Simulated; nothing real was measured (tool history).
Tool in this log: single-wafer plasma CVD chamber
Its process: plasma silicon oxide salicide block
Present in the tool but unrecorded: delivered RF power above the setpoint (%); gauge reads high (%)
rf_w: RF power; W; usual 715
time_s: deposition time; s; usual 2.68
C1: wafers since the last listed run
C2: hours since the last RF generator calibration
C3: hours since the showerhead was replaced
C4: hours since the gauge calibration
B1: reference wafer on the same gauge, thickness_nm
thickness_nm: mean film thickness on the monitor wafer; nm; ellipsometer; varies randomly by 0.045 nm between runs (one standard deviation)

run 1 hour=0.0 | rf_w=675 time_s=2.79 | C1=0 C2=860.4 C3=5288.6 C4=83.8 | B1=25.810 | thickness_nm=29.155
run 2 hour=25.1 | rf_w=675 time_s=2.79 | C1=732 C2=885.5 C3=5313.7 C4=108.9 | B1=25.797 | thickness_nm=29.117
run 3 hour=50.1 | rf_w=675 time_s=2.79 | C1=729 C2=910.5 C3=5338.7 C4=133.9 | B1=25.799 | thickness_nm=29.035
run 4 hour=68.9 | rf_w=715 time_s=2.68 | C1=548 C2=929.3 C3=5357.5 C4=152.7 | B1=25.800 | thickness_nm=28.347
run 5 hour=102.4 | rf_w=715 time_s=2.68 | C1=977 C2=962.8 C3=5391.0 C4=186.2 | B1=25.799 | thickness_nm=28.198
run 6 hour=130.3 | rf_w=815 time_s=2.52 | C1=814 C2=990.7 C3=5418.9 C4=214.1 | B1=25.802 | thickness_nm=27.519
run 7 hour=151.9 | rf_w=715 time_s=2.68 | C1=630 C2=1012.3 C3=5440.5 C4=235.7 | B1=25.802 | thickness_nm=28.235
-- hour=172.9 RF generator calibrated
run 8 hour=173.4 | rf_w=715 time_s=2.68 | C1=393 C2=0.5 C3=5462.0 C4=257.2 | B1=25.806 | thickness_nm=28.662
-- hour=190.7 gauge calibrated
run 9 hour=201.9 | rf_w=715 time_s=2.68 | C1=831 C2=29.0 C3=5490.5 C4=11.2 | B1=25.801 | thickness_nm=28.680
run 10 hour=228.3 | rf_w=715 time_s=2.68 | C1=770 C2=55.4 C3=5516.9 C4=37.6 | B1=25.801 | thickness_nm=28.650
run 11 hour=240.7 | rf_w=605 time_s=2.89 | C1=361 C2=67.8 C3=5529.3 C4=50.0 | B1=25.796 | thickness_nm=29.664
-- hour=252.8 showerhead replaced, of another model than before
run 12 hour=271.0 | rf_w=820 time_s=3.13 | C1=650 C2=98.1 C3=18.2 C4=80.3 | B1=25.796 | thickness_nm=34.877
run 13 hour=298.2 | rf_w=585 time_s=2.40 | C1=793 C2=125.3 C3=45.4 C4=107.5 | B1=25.804 | thickness_nm=24.136
run 14 hour=329.8 | rf_w=670 time_s=2.53 | C1=922 C2=156.9 C3=77.0 C4=139.1 | B1=25.802 | thickness_nm=26.527
run 15 hour=360.7 | rf_w=715 time_s=2.68 | C1=901 C2=187.8 C3=107.9 C4=170.0 | B1=25.806 | thickness_nm=28.603
run 16 hour=373.3 | rf_w=810 time_s=2.22 | C1=367 C2=200.4 C3=120.5 C4=182.6 | B1=25.808 | thickness_nm=24.619
run 17 hour=419.6 | rf_w=845 time_s=3.21 | C1=1351 C2=246.7 C3=166.8 C4=228.9 | B1=25.796 | thickness_nm=35.967
run 18 hour=446.5 | rf_w=605 time_s=2.29 | C1=784 C2=273.6 C3=193.7 C4=255.8 | B1=25.804 | thickness_nm=23.282
-- hour=481.0 gauge calibrated
run 19 hour=481.6 | rf_w=715 time_s=2.68 | C1=1024 C2=308.7 C3=228.8 C4=0.6 | B1=25.793 | thickness_nm=28.546

Entry by entry between the runs, the difference in hidden state between the last listed run before and the first listed run after:
Logged between run 7 and run 8: RF generator calibrated (hour 172.9)
  delivered RF power above the setpoint (%): -6.13 -> -0.243
  what was measured, less what the result would be without the hidden state, thickness_nm: -0.412 -> -0.016 nm
Logged between run 8 and run 9: gauge calibrated (hour 190.7)
  delivered RF power above the setpoint (%): -0.243 -> -0.248
  what was measured, less what the result would be without the hidden state, thickness_nm: -0.016 -> -0.017 nm
Logged between run 11 and run 12: showerhead replaced, of another model than before (hour 252.8)
  delivered RF power above the setpoint (%): -0.271 -> -0.3
  what was measured, less what the result would be without the hidden state, thickness_nm: -0.018 -> -0.031 nm
Logged between run 18 and run 19: gauge calibrated (hour 481.0)
  delivered RF power above the setpoint (%): -0.684 -> -0.804
  what was measured, less what the result would be without the hidden state, thickness_nm: -0.047 -> -0.068 nm

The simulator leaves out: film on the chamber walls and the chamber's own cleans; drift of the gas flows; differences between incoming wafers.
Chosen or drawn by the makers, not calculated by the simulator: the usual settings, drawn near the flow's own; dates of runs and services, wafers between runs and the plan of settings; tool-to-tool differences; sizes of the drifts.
